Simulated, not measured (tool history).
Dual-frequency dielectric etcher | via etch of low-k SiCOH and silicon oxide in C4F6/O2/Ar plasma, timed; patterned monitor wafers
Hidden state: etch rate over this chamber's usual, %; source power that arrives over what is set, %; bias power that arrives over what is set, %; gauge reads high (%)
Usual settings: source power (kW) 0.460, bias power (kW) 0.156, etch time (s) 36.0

run   hour  source power (kW)  bias power (kW)  etch time (s)  wafers since the last listed run  hours since the last wet clean  hours since the last source power generator calibration  hours since the last bias power generator calibration  hours since the last upper electrode change  hours since the gauge calibration  read-back reference wafer on the same gauge, depth_nm  mean etch depth across the wafer (angstrom)
  1    0.0              0.460            0.156           36.0                                 0                           179.9                                                   2150.8                                                 3094.5                                       3745.0                              103.1                                                   83.9                                          987
  2   10.5              0.460            0.156           36.0                               142                           190.4                                                   2161.3                                                 3105.0                                       3755.5                              113.6                                                   83.9                                          984
  3   23.8              0.460            0.156           36.0                               180                           203.7                                                   2174.6                                                 3118.3                                       3768.8                              126.9                                                   83.9                                          982
  4   40.0              0.460            0.179           36.0                               220                           219.9                                                   2190.8                                                 3134.5                                       3785.0                              143.1                                                   83.9                                         1042
  5   48.1              0.460            0.179           36.0                               110                           228.0                                                   2198.9                                                 3142.6                                       3793.1                              151.2                                                   83.9                                         1041
      82.1  -- bias power generator calibrated
      82.1  -- upper electrode replaced
  6   82.6              0.460            0.179           36.0                               414                           262.5                                                   2233.4                                                    0.5                                          0.5                              185.7                                                   83.9                                         1040
  7   83.0              0.460            0.156           36.0                                 5                           262.9                                                   2233.8                                                    0.9                                          0.9                              186.1                                                   83.9                                          990
  8   91.1              0.460            0.169           36.0                               110                           271.0                                                   2241.9                                                    9.0                                          9.0                              194.2                                                   83.9                                         1019
  9  102.7              0.390            0.156           44.0                               157                           282.6                                                   2253.5                                                   20.6                                         20.6                              205.8                                                   83.9                                         1166
 10  115.8              0.390            0.156           44.0                               178                           295.7                                                   2266.6                                                   33.7                                         33.7                              218.9                                                   83.9                                         1170
 11  128.0              0.390            0.156           44.0                               165                           307.9                                                   2278.8                                                   45.9                                         45.9                              231.1                                                   83.9                                         1168
 12  140.1              0.510            0.156           36.0                               164                           320.0                                                   2290.9                                                   58.0                                         58.0                              243.2                                                   83.9                                         1003
     148.5  -- source power generator calibrated
     171.0  -- wet clean of the chamber
 13  171.5              0.360            0.156           36.0                                67                             0.5                                                     23.0                                                   89.4                                         89.4                              274.6                                                   83.9                                          941
 14  172.0              0.420            0.135           26.0                                 6                             1.0                                                     23.5                                                   89.9                                         89.9                              275.1                                                   83.9                                          660
 15  179.9              0.360            0.172           43.5                               107                             8.9                                                     31.4                                                   97.8                                         97.8                              283.0                                                   83.9                                         1182
 16  197.5              0.400            0.156           43.0                               239                            26.5                                                     49.0                                                  115.4                                        115.4                              300.6                                                   83.9                                         1148
 17  211.7              0.570            0.188           44.0                               193                            40.7                                                     63.2                                                  129.6                                        129.6                              314.8                                                   83.9                                         1351
 18  224.5              0.360            0.172           43.5                               174                            53.5                                                     76.0                                                  142.4                                        142.4                              327.6                                                   83.9                                         1178
 19  231.8              0.390            0.156           44.0                                99                            60.8                                                     83.3                                                  149.7                                        149.7                              334.9                                                   84.0                                         1167
 20  241.0              0.520            0.156           36.0                               125                            70.0                                                     92.5                                                  158.9                                        158.9                              344.1                                                   83.9                                         1012
 21  255.0              0.560            0.156           32.0                               190                            84.0                                                    106.5                                                  172.9                                        172.9                              358.1                                                   83.9                                          912
     263.1  -- gauge calibrated
 22  267.6              0.390            0.171           36.0                               171                            96.6                                                    119.1                                                  185.5                                        185.5                                4.5                                                   84.0                                          990
 23  275.8              0.460            0.127           36.0                               111                           104.8                                                    127.3                                                  193.7                                        193.7                               12.7                                                   83.9                                          913
 24  286.3              0.460            0.156           36.0                               142                           115.3                                                    137.8                                                  204.2                                        204.2                               23.2                                                   83.9                                          985
 25  294.4              0.400            0.126           41.5                               110                           123.4                                                    145.9                                                  212.3                                        212.3                               31.3                                                   83.9                                         1019
 26  304.6              0.460            0.156           36.0                               138                           133.6                                                    156.1                                                  222.5                                        222.5                               41.5                                                   83.9                                          985
 27  316.4              0.370            0.138           39.0                               160                           145.4                                                    167.9                                                  234.3                                        234.3                               53.3                                                   84.0                                          979
 28  334.3              0.460            0.156           36.0                               243                           163.3                                                    185.8                                                  252.2                                        252.2                               71.2                                                   83.8                                          985
 29  341.0              0.460            0.156           36.0                                91                           170.0                                                    192.5                                                  258.9                                        258.9                               77.9                                                   83.9                                          987
 30  353.7              0.340            0.192           43.0                               172                           182.7                                                    205.2                                                  271.6                                        271.6                               90.6                                                   84.0                                         1202

4 ways to go on from here, each from the tool as it stands after run 30. What would each give?
  A  354.1              0.460            0.156           36.0                                 5                           183.1                                                    205.6                                                  272.0                                        272.0                               91.0                                                      ?                                            ?
  B  354.1              0.380            0.156           42.0                                 5                           183.1                                                    205.6                                                  272.0                                        272.0                               91.0                                                      ?                                            ?
  C  354.1              0.360            0.156           30.5                                 5                           183.1                                                    205.6                                                  272.0                                        272.0                               91.0                                                      ?                                            ?
  D  354.1              0.500            0.185           45.0                                 5                           183.1                                                    205.6                                                  272.0                                        272.0                               91.0                                                      ?                                            ?

run  read-back reference wafer on the same gauge, depth_nm  mean etch depth across the wafer (angstrom)
  A                                                   83.9                                          984
  B                                                   83.9                                         1105
  C                                                   83.9                                          795
  D                                                   83.9                                         1335
Without the tool's hidden state the same runs would have given:
run  mean etch depth across the wafer (angstrom)
  A                                          984
  B                                         1105
  C                                          795
  D                                         1335
